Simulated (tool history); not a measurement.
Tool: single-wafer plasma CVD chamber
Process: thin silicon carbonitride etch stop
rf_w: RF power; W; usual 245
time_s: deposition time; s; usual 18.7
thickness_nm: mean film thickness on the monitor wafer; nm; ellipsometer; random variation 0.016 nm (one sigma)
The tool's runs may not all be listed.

| run | hour | rf_w | time_s | wafers since the last listed run | hours since the last thermocouple change | hours since the last RF generator calibration | hours since the showerhead was replaced | hours since the gauge calibration | read-back reference wafer on the same gauge, thickness_nm | thickness_nm |
|---|---|---|---|---|---|---|---|---|---|---|
| 1 | 0.0 | 245 | 18.7 | 0 | 3050.1 | 1681.0 | 4865.8 | 114.2 | 12.507 | 10.221 |
| 2 | 12.1 | 280 | 20.4 | 388 | 3062.2 | 1693.1 | 4877.9 | 126.3 | 12.503 | 11.638 |
| 3 | 29.3 | 245 | 18.7 | 552 | 3079.4 | 1710.3 | 4895.1 | 143.5 | 12.497 | 10.209 |
| 4 | 43.3 | 245 | 18.7 | 449 | 3093.4 | 1724.3 | 4909.1 | 157.5 | 12.495 | 10.238 |
| 5 | 51.2 | 225 | 18.7 | 253 | 3101.3 | 1732.2 | 4917.0 | 165.4 | 12.505 | 9.922 |
| 6 | 67.5 | 255 | 18.7 | 523 | 3117.6 | 1748.5 | 4933.3 | 181.7 | 12.497 | 10.318 |
| 7 | 80.4 | 255 | 18.7 | 414 | 3130.5 | 1761.4 | 4946.2 | 194.6 | 12.498 | 10.369 |
| 8 | 87.5 | 255 | 18.7 | 227 | 3137.6 | 1768.5 | 4953.3 | 201.7 | 12.497 | 10.352 |
| 9 | 100.2 | 215 | 18.7 | 407 | 3150.3 | 1781.2 | 4966.0 | 214.4 | 12.504 | 9.817 |
| 10 | 115.7 | 215 | 18.7 | 497 | 3165.8 | 1796.7 | 4981.5 | 229.9 | 12.497 | 9.797 |
| 11 | 122.6 | 215 | 18.7 | 221 | 3172.7 | 1803.6 | 4988.4 | 236.8 | 12.502 | 9.804 |
|  | 130.3 | gauge calibrated |
| 12 | 139.0 | 245 | 17.8 | 526 | 3189.1 | 1820.0 | 5004.8 | 8.7 | 12.505 | 9.722 |
|  | 148.9 | RF generator calibrated |
| 13 | 154.8 | 245 | 18.7 | 250 | 3204.9 | 5.9 | 5020.6 | 24.5 | 12.494 | 10.471 |
| 14 | 167.7 | 245 | 18.7 | 414 | 3217.8 | 18.8 | 5033.5 | 37.4 | 12.497 | 10.488 |
| 15 | 179.8 | 245 | 18.7 | 388 | 3229.9 | 30.9 | 5045.6 | 49.5 | 12.499 | 10.475 |
| 16 | 196.8 | 245 | 21.1 | 545 | 3246.9 | 47.9 | 5062.6 | 66.5 | 12.498 | 11.759 |
| 17 | 209.7 | 230 | 17.7 | 414 | 3259.8 | 60.8 | 5075.5 | 79.4 | 12.502 | 9.711 |
| 18 | 216.0 | 270 | 20.0 | 202 | 3266.1 | 67.1 | 5081.8 | 85.7 | 12.502 | 11.493 |
| 19 | 229.1 | 255 | 18.7 | 420 | 3279.2 | 80.2 | 5094.9 | 98.8 | 12.505 | 10.583 |
| 20 | 235.6 | 245 | 18.7 | 208 | 3285.7 | 86.7 | 5101.4 | 105.3 | 12.507 | 10.445 |
|  | 253.7 | thermocouple changed; heater temperature recalibrated |
| 21 | 254.2 | 285 | 16.1 | 340 | 0.5 | 105.3 | 5120.0 | 123.9 | 12.504 | 9.407 |
| 22 | 258.1 | 245 | 18.7 | 125 | 4.4 | 109.2 | 5123.9 | 127.8 | 12.500 | 10.439 |
| 23 | 275.2 | 245 | 17.8 | 548 | 21.5 | 126.3 | 5141.0 | 144.9 | 12.503 | 9.954 |
|  | 290.5 | showerhead replaced, of another model than before |
| 24 | 291.0 | 245 | 18.7 | 250 | 37.3 | 142.1 | 0.5 | 160.7 | 12.500 | 10.444 |
| 25 | 305.4 | 280 | 18.7 | 462 | 51.7 | 156.5 | 14.9 | 175.1 | 12.505 | 10.786 |
| 26 | 322.9 | 245 | 16.8 | 561 | 69.2 | 174.0 | 32.4 | 192.6 | 12.497 | 9.366 |
| 27 | 335.7 | 245 | 18.7 | 410 | 82.0 | 186.8 | 45.2 | 205.4 | 12.501 | 10.429 |
| 28 | 343.7 | 290 | 16.8 | 256 | 90.0 | 194.8 | 53.2 | 213.4 | 12.500 | 9.789 |
|  | 350.0 | gauge calibrated |
| 29 | 354.0 | 220 | 15.6 | 330 | 100.3 | 205.1 | 63.5 | 4.0 | 12.502 | 8.490 |
| 30 | 364.3 | 230 | 18.7 | 330 | 110.6 | 215.4 | 73.8 | 14.3 | 12.505 | 10.293 |
| 31 | 374.0 | 265 | 18.7 | 311 | 120.3 | 225.1 | 83.5 | 24.0 | 12.500 | 10.673 |
| 32 | 388.9 | 295 | 17.5 | 478 | 135.2 | 240.0 | 98.4 | 38.9 | 12.500 | 10.203 |

5 ways to go on from here, each from the tool as it stands after run 32. What would each give?
| A | 389.3 | 285 | 18.7 | 12 | 135.6 | 240.4 | 98.8 | 39.3 | ? | ? |
| B | 389.3 | 215 | 17.8 | 12 | 135.6 | 240.4 | 98.8 | 39.3 | ? | ? |
| C | 389.3 | 245 | 20.7 | 12 | 135.6 | 240.4 | 98.8 | 39.3 | ? | ? |
| D | 389.3 | 200 | 16.6 | 12 | 135.6 | 240.4 | 98.8 | 39.3 | ? | ? |
| E | 389.3 | 220 | 17.4 | 12 | 135.6 | 240.4 | 98.8 | 39.3 | ? | ? |

| run | read-back reference wafer on the same gauge, thickness_nm | thickness_nm |
|---|---|---|
| A | 12.498 | 10.823 |
| B | 12.498 | 9.626 |
| C | 12.498 | 11.547 |
| D | 12.498 | 8.828 |
| E | 12.498 | 9.461 |
Without the tool's hidden state the same runs would have given:
| run | thickness_nm |
|---|---|
| A | 10.885 |
| B | 9.682 |
| C | 11.613 |
| D | 8.879 |
| E | 9.515 |
